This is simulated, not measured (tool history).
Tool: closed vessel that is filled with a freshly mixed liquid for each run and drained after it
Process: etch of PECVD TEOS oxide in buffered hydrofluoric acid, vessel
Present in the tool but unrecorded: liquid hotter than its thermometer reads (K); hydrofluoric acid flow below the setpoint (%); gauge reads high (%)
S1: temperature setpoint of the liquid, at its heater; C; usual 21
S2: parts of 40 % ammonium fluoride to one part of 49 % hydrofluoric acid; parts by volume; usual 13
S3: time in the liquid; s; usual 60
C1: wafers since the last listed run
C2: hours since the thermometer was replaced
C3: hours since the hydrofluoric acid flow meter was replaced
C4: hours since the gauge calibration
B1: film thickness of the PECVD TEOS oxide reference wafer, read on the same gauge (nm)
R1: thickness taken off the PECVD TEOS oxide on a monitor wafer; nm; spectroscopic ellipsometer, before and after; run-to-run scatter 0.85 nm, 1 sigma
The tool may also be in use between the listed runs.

run    hour    S1    S2  S3     C1      C2      C3      C4     B1      R1
  1       0    21  16.5  60      0   580.4    57.2    2112     60   70.36
  2    80.5    24    13  35   8499   660.9   137.7  2192.5  59.99   60.44
  3     167    24    13  35   9133   747.4   224.2    2279     60   61.22
  4   260.5    24    13  35   9872   840.9   317.7  2372.5  60.01   60.34
  5   345.4  22.5    13  60   8964   925.8   402.6  2457.4  59.96    95.6
  6   449.7    21     9  60  11012  1030.1   506.9  2561.7  60.02  120.88
  7   549.4    21    13  60  10527  1129.8   606.6  2661.4  60.06    85.8
  8   649.5    21    13  60  10569  1229.9   706.7  2761.5  60.03   84.82
        761  -- thermometer replaced
  9   905.3    21    13  60  26904   144.3   962.5  3017.3  60.02   84.74
 10   971.8    19    13  60   7021   210.8    1029  3083.8  60.04   76.59
     1038.9  -- gauge calibrated
 11  1075.4    21    13  60  10938   314.4  1132.6    36.5  60.02   84.45
     1084.9  -- hydrofluoric acid flow meter replaced
 12  1144.9    21    13  60   7232   383.9      60     106  59.97   88.53
 13  1189.3    21    13  60   4688   428.3   104.4   150.4  59.96   86.23
 14    1296    21  11.5  60  11266     535   211.1   257.1  59.99   99.01
 15  1396.4    19    17  30  10601   635.4   311.5   357.5  59.98   30.13
 16    1454    23    13  60   6081     693   369.1   415.1  59.98   98.63
 17  1655.6    21  17.5  70  21286   894.6   570.7   616.7  60.01    74.9
 18    1737    21    17  50   8594     976   652.1   698.1  60.05   54.31
 19  1815.5    21    13  60   8288  1054.5   730.6   776.6  59.99   86.93
 20  1901.4    21    13  60   9070  1140.4   816.5   862.5  59.99   86.08
 21  1962.8    21    13  60   6483  1201.8   877.9   923.9  59.99    84.9
     2027.5  -- thermometer replaced
 22  2029.6  24.5    17  60   6947     2.1   944.7   990.7     60   78.46
     2103.7  -- hydrofluoric acid flow meter replaced
 23  2105.1    21    13  95   7866    77.6     1.4  1066.2  60.05   140.9
 24  2180.1    21    13  60   7919   152.6    76.4  1141.2  59.99   89.95
 25  2252.2    21    13  30   7612   224.7   148.5  1213.3     60    44.4
 26  2347.6    21  16.5  60  10073   320.1   243.9  1308.7  60.01   70.18
 27  2446.8    21    10  30  10474   419.3   343.1  1407.9     60   56.63
 28  2508.4    21  14.5  60   6504   480.9   404.7  1469.5  59.99   78.45
 29  2556.3    21    13  60   5057   528.8   452.6  1517.4  60.01   87.09
 30  2752.2  23.5  15.5  90  20684   724.7   648.5  1713.3     60  127.73
 31  2801.6  23.5    17  85   5216   774.1   697.9  1762.7  59.97  109.89
 32  2841.1    24    15  80   4170   813.6   737.4  1802.2  59.99  118.57

5 options for the next run, each taken on its own from the tool as it stands now. Forecast them:
  A  2841.8    21    18  60  73  814.3  738.1  1802.9   ?   ?
  B  2841.8    21  11.5  85  73  814.3  738.1  1802.9   ?   ?
  C  2841.8  18.5    13  50  73  814.3  738.1  1802.9   ?   ?
  D  2841.8    24    13  60  73  814.3  738.1  1802.9   ?   ?
  E  2841.8    26   9.5  30  73  814.3  738.1  1802.9   ?   ?

run     B1      R1
  A  59.98   61.64
  B  59.98  135.64
  C  59.98   61.49
  D  59.98  100.18
  E  59.98   75.45
Had the tool no hidden state, the same runs would have come out as:
run      R1
  A   63.93
  B  140.64
  C   63.77
  D  103.88
  E   77.23
